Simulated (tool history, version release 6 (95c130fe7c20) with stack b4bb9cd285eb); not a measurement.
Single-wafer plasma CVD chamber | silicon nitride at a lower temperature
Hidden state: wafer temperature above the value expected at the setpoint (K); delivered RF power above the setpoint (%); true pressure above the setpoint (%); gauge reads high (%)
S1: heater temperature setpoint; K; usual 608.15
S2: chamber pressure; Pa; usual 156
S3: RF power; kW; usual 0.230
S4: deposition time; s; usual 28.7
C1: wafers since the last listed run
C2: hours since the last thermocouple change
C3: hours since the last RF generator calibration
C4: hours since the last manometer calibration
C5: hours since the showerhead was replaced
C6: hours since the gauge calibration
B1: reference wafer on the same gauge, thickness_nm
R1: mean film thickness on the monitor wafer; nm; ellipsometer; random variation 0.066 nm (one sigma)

| run | hour | S1 | S2 | S3 | S4 | C1 | C2 | C3 | C4 | C5 | C6 | B1 | R1 |
|---|---|---|---|---|---|---|---|---|---|---|---|---|---|
| 1 | 0.0 | 608.15 | 156 | 0.230 | 28.7 | 0 | 1569.7 | 1576.0 | 2418.9 | 5782.1 | 48.6 | 24.421 | 23.692 |
| 2 | 7.6 | 608.15 | 156 | 0.230 | 28.7 | 207 | 1577.3 | 1583.6 | 2426.5 | 5789.7 | 56.2 | 24.398 | 23.565 |
| 3 | 22.2 | 600.15 | 156 | 0.230 | 28.7 | 399 | 1591.9 | 1598.2 | 2441.1 | 5804.3 | 70.8 | 24.387 | 23.656 |
| 4 | 30.2 | 600.15 | 156 | 0.230 | 28.7 | 218 | 1599.9 | 1606.2 | 2449.1 | 5812.3 | 78.8 | 24.392 | 23.748 |
| 5 | 44.2 | 600.15 | 156 | 0.230 | 28.7 | 382 | 1613.9 | 1620.2 | 2463.1 | 5826.3 | 92.8 | 24.408 | 23.750 |
| 6 | 61.9 | 608.15 | 156 | 0.230 | 28.7 | 484 | 1631.6 | 1637.9 | 2480.8 | 5844.0 | 110.5 | 24.413 | 23.585 |
| 7 | 77.6 | 608.15 | 156 | 0.230 | 28.7 | 429 | 1647.3 | 1653.6 | 2496.5 | 5859.7 | 126.2 | 24.410 | 23.562 |
| 8 | 85.1 | 608.15 | 156 | 0.230 | 28.7 | 205 | 1654.8 | 1661.1 | 2504.0 | 5867.2 | 133.7 | 24.398 | 23.611 |
| 9 | 97.5 | 608.15 | 156 | 0.230 | 27.4 | 339 | 1667.2 | 1673.5 | 2516.4 | 5879.6 | 146.1 | 24.419 | 22.647 |
| 10 | 112.0 | 608.15 | 156 | 0.230 | 27.4 | 396 | 1681.7 | 1688.0 | 2530.9 | 5894.1 | 160.6 | 24.398 | 22.485 |
|  | 125.0 | RF generator calibrated |
| 11 | 125.5 | 608.15 | 156 | 0.230 | 27.4 | 150 | 1695.2 | 0.5 | 2544.4 | 5907.6 | 174.1 | 24.394 | 21.723 |
| 12 | 125.8 | 608.15 | 156 | 0.200 | 28.7 | 8 | 1695.5 | 0.8 | 2544.7 | 5907.9 | 174.4 | 24.404 | 19.686 |
| 13 | 141.7 | 603.15 | 169 | 0.250 | 28.7 | 434 | 1711.4 | 16.7 | 2560.6 | 5923.8 | 190.3 | 24.402 | 24.855 |
|  | 151.9 | gauge calibrated |
|  | 152.4 | capacitance manometer re-zeroed and calibrated |
| 14 | 158.9 | 608.15 | 156 | 0.255 | 28.7 | 251 | 1728.6 | 33.9 | 6.5 | 5941.0 | 7.0 | 24.396 | 24.825 |
|  | 172.5 | RF generator calibrated, repeated, since the last time left the tool worse |
| 15 | 174.7 | 618.15 | 156 | 0.230 | 28.7 | 213 | 1744.4 | 2.2 | 22.3 | 5956.8 | 22.8 | 24.397 | 24.830 |

Forecast run 16:
|  | 188.6 | showerhead replaced |
| 16 | 189.1 | 619.15 | 156 | 0.230 | 30.5 | 175 | 1758.8 | 16.6 | 36.7 | 0.5 | 37.2 | ? | ? |

Run 16 gave B1 24.415, R1 26.305 nm.
Without the tool's hidden state the same run would have given R1 26.458 nm.
